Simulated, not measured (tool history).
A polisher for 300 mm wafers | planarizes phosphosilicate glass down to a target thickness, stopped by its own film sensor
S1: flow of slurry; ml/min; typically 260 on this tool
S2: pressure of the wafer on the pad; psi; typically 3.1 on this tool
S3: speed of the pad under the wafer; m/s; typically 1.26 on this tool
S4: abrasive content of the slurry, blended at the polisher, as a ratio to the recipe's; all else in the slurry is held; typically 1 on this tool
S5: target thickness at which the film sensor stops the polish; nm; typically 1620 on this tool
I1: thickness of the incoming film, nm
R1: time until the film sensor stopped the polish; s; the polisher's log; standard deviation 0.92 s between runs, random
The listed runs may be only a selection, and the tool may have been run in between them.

Run 1, hour 0: usual settings but S1 200 ml/min; I1 2392.6. Result: R1 94.3 s.
Run 2, hour 84.1: usual settings; I1 2401.6. Result: R1 93.6 s.
At hour 173.9: conditioning disc replaced and pad reconditioned.
Run 3, hour 181.6: usual settings; I1 2363.1. Result: R1 87.5 s.
Run 4, hour 281.1: usual settings; I1 2307.6. Result: R1 84.4 s.
At hour 286.6: worn pad replaced by a new one.
Run 5, hour 353.2: usual settings but S1 195 ml/min, S2 2.2 psi; I1 2336.4. Result: R1 106.9 s.
At hour 391: slurry blender recalibrated.
Run 6, hour 414.9: usual settings but S1 315 ml/min, S4 0.85; I1 2342.6. Result: R1 86.6 s.
Run 7, hour 452.5: usual settings; I1 2384.9. Result: R1 89.1 s.
At hour 495.5: slurry nozzle cleaned.
Run 8, hour 524.4: usual settings but S2 3.9 psi, S5 1447 nm; I1 2381. Result: R1 93.1 s.
Run 9, hour 578.9: usual settings but S2 3.6 psi, S5 1530 nm; I1 2372.9. Result: R1 89.6 s.
Run 10, hour 650.4: usual settings but S1 200 ml/min, S4 0.85; I1 2328.1. Result: R1 91.3 s.
Run 11, hour 713.9: usual settings but S1 285 ml/min, S2 3.9 psi, S4 1.2, S5 1466 nm; I1 2387.4. Result: R1 86.3 s.
At hour 799.1: conditioning disc replaced and pad reconditioned.
Run 12, hour 806: usual settings but S3 1.42 m/s, S4 1.3; I1 2353.2. Result: R1 72.9 s.

Run 13 comes next. What will it give?
At hour 851.4: worn pad replaced by a new one.
At hour 874.7: head pressure recalibrated.
Run 13, hour 882.2: usual settings but S1 325 ml/min, S3 0.84 m/s; I1 2380.9. Result: R1 ?.

R1: 116.4 s
Minus the tool's unlogged condition, the same run would have read R1 114.8 s.

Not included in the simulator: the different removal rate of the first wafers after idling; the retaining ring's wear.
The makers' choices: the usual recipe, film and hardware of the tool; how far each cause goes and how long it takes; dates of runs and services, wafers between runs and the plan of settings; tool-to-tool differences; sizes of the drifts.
